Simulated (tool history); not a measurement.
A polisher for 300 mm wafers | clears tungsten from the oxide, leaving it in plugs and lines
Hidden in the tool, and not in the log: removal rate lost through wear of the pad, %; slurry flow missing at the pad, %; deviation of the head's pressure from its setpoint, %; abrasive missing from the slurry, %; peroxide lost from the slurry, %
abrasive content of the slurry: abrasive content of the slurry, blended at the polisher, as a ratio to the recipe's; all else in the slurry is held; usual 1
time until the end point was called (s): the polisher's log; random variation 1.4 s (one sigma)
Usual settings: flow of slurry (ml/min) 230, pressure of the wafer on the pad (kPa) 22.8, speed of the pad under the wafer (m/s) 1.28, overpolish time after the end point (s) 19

run	hour	flow of slurry (ml/min)	pressure of the wafer on the pad (kPa)	speed of the pad under the wafer (m/s)	abrasive content of the slurry	overpolish time after the end point (s)	wafers since the last listed run	wafers polished on this pad	hours since the slurry nozzle was cleaned	hours since the head pressure was calibrated	hours since the slurry blender was calibrated	hours since the slurry got fresh peroxide	incoming thickness of the incoming film, nm	time until the end point was called (s)
1	0.0	230	22.8	1.28	1	19	0	706	0.3	746.6	430.5	154.6	337.9	71.8
# hour 14.5: slurry tank refilled with fresh slurry and peroxide
2	15.8	230	22.8	1.28	1	19	147	853	16.1	762.4	446.3	1.3	345.1	73.9
3	31.6	230	20.0	1.28	1	19	157	1010	31.9	778.2	462.1	17.1	340.4	82.9
# hour 57.4: slurry blender recalibrated
4	60.8	230	20.0	1.28	1	19	270	1280	61.1	807.4	3.4	46.3	338.3	82.6
# hour 86.0: worn pad replaced by a new one
5	86.6	230	20.0	1.28	1	19	216	6	86.9	833.2	29.2	72.1	336.5	79.7
6	120.2	230	22.8	1.28	1	19	333	340	120.5	866.8	62.8	105.7	341.4	74.5
7	143.9	230	22.8	1.28	1	14	235	575	144.2	890.5	86.5	129.4	341.6	77.2
8	160.2	260	22.8	1.28	1	19	162	737	160.5	906.8	102.8	145.7	340.6	73.0
9	178.1	260	22.8	1.28	1	19	177	915	178.4	924.7	120.7	163.6	347.3	74.3
# hour 194.1: slurry tank refilled with fresh slurry and peroxide
# hour 264.0: worn pad replaced by a new one
10	271.4	170	29.0	1.28	1	19	877	73	271.7	1018.0	214.0	77.3	336.1	59.1
11	296.1	170	29.0	1.28	1	19	245	319	296.4	1042.7	238.7	102.0	346.2	61.9
12	320.1	170	29.0	1.28	1	19	238	557	320.4	1066.7	262.7	126.0	336.0	61.1
13	347.4	230	22.8	1.28	1	19	271	828	347.7	1094.0	290.0	153.3	338.6	73.1
# hour 384.6: slurry tank refilled with fresh slurry and peroxide
14	419.6	300	18.6	1.28	1	19	707	1536	419.9	1166.2	362.2	35.0	343.8	89.2

Run 15 comes next. What will it give?
# hour 423.8: worn pad replaced by a new one
15	432.8	230	22.8	1.46	1	26	91	89	433.1	1179.4	375.4	48.2	336.0	?

time until the end point was called (s): 64.5
Without the tool's hidden state the same run would have given time until the end point was called (s) 64.5.
